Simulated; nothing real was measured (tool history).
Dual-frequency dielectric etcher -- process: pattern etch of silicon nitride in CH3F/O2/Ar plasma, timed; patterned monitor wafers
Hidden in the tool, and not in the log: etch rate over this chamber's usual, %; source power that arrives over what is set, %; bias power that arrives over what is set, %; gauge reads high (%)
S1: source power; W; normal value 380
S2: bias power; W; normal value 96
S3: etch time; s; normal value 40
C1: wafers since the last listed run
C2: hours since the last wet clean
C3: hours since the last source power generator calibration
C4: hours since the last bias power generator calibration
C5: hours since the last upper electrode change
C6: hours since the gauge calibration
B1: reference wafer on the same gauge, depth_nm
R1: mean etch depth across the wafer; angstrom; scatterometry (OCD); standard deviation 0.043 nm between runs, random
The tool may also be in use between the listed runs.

run   hour   S1   S2    S3   C1     C2      C3      C4      C5     C6     B1     R1
  1      0  380   96    40    0    277  2101.6  5070.5  2579.8   56.9   24.8  282.3
  2    6.9  320   77    40   55  283.9  2108.5  5077.4  2586.7   63.8   24.8  237.5
  3   22.3  320   77    40  124  299.3  2123.9  5092.8  2602.1   79.2  24.79  237.6
  4   35.3  320   77    40  105  312.3  2136.9  5105.8  2615.1   92.2   24.8  236.9
  5   44.3  380   96    40   72  321.3  2145.9  5114.8  2624.1  101.2  24.81  281.5
      51.3  -- bias power generator calibrated
  6   51.8  380   96    40   28  328.8  2153.4     0.5  2631.6  108.7   24.8    282
  7   58.7  380   96    40   55  335.7  2160.3     7.4  2638.5  115.6   24.8  281.2
  8   82.3  380   96    40  191  359.3  2183.9      31  2662.1  139.2   24.8  281.9
  9   91.7  380   96    40   76  368.7  2193.3    40.4  2671.5  148.6   24.8  281.8
 10  104.4  460   82    47  102  381.4    2206    53.1  2684.2  161.3   24.8  323.1
       131  -- upper electrode replaced
 11  131.5  380   80    52   25  408.5  2233.1    80.2     0.5  188.4  24.81    331
     180.9  -- wet clean of the chamber
 12  181.4  380   96    40  209    0.5    2283   130.1    50.4  238.3  24.81  285.7
 13  182.2  380   96    40    6    1.3  2283.8   130.9    51.2  239.1  24.79  285.4
 14  188.2  380   96    31   48    7.3  2289.8   136.9    57.2  245.1   24.8  221.1
 15  202.4  410   79    46  114   21.5    2304   151.1    71.4  259.3   24.8  302.5
 16  214.7  300   96    40   99   33.8  2316.3   163.4    83.7  271.6   24.8  265.4
 17  229.8  350   78    40  122   48.9  2331.4   178.5    98.8  286.7  24.79  248.4
 18  238.8  280  112  36.5   72   57.9  2340.4   187.5   107.8  295.7  24.78    258
 19  252.4  380   96    40  110   71.5    2354   201.1   121.4  309.3  24.79  285.4
     278.1  -- source power generator calibrated
 20  287.5  340   96  35.5  251  106.6     9.4   236.2   156.5  344.4   24.8  243.9
 21    298  290   75    36   85  117.1    19.9   246.7     167  354.9  24.81    206
 22  313.5  340   83  31.5  125  132.6    35.4   262.2   182.5  370.4   24.8    199
 23  322.3  320  111    45   71  141.4    44.2     271   191.3  379.2   24.8  327.3
 24  329.7  350  115  31.5   59  148.8    51.6   278.4   198.7  386.6  24.81    239
     341.5  -- gauge calibrated
 25  342.8  380   77  43.5  106  161.9    64.7   291.5   211.8    1.3   24.8  273.3
 26  357.2  310   96    40  116  176.3    79.1   305.9   226.2   15.7   24.8  266.3
 27  409.5  410  111  35.5  423  228.6   131.4   358.2   278.5     68   24.8  277.7
 28  426.9  380   96    31  140    246   148.8   375.6   295.9   85.4   24.8  219.1
 29  444.4  460  108    32  141  263.5   166.3   393.1   313.4  102.9   24.8  255.3
 30    455  380   96    40   85  274.1   176.9   403.7     324  113.5   24.8  281.9
 31  470.1  310   73    40  122  289.2     192   418.8   339.1  128.6   24.8  228.5

How would selected steps in R1 from run to run divide? Give the signed amount a tool lacking its hidden state would still show from settings, what came in and random variation, and the signed amount left for the hidden state, including any gauge scatter that is not in both of the compared results.
Run 4 -> 5: S1 320 -> 380, S2 77 -> 96. R1 +44.6 angstrom: hidden state -0.8, all else +45.4.
Run 11 -> 12: S2 80 -> 96, S3 52 -> 40, wet clean of the chamber. R1 -45.3 angstrom: hidden state +5.6, all else -50.9.
Run 14 -> 15: S1 380 -> 410, S2 96 -> 79, S3 31 -> 46. R1 +81.4 angstrom: hidden state -0.3, all else +81.7.
Run 22 -> 23: S1 340 -> 320, S2 83 -> 111, S3 31.5 -> 45. R1 +128.3 angstrom: hidden state -1, all else +129.3.
Run 23 -> 24: S1 320 -> 350, S2 111 -> 115, S3 45 -> 31.5. R1 -88.3 angstrom: hidden state +0.5, all else -88.8.

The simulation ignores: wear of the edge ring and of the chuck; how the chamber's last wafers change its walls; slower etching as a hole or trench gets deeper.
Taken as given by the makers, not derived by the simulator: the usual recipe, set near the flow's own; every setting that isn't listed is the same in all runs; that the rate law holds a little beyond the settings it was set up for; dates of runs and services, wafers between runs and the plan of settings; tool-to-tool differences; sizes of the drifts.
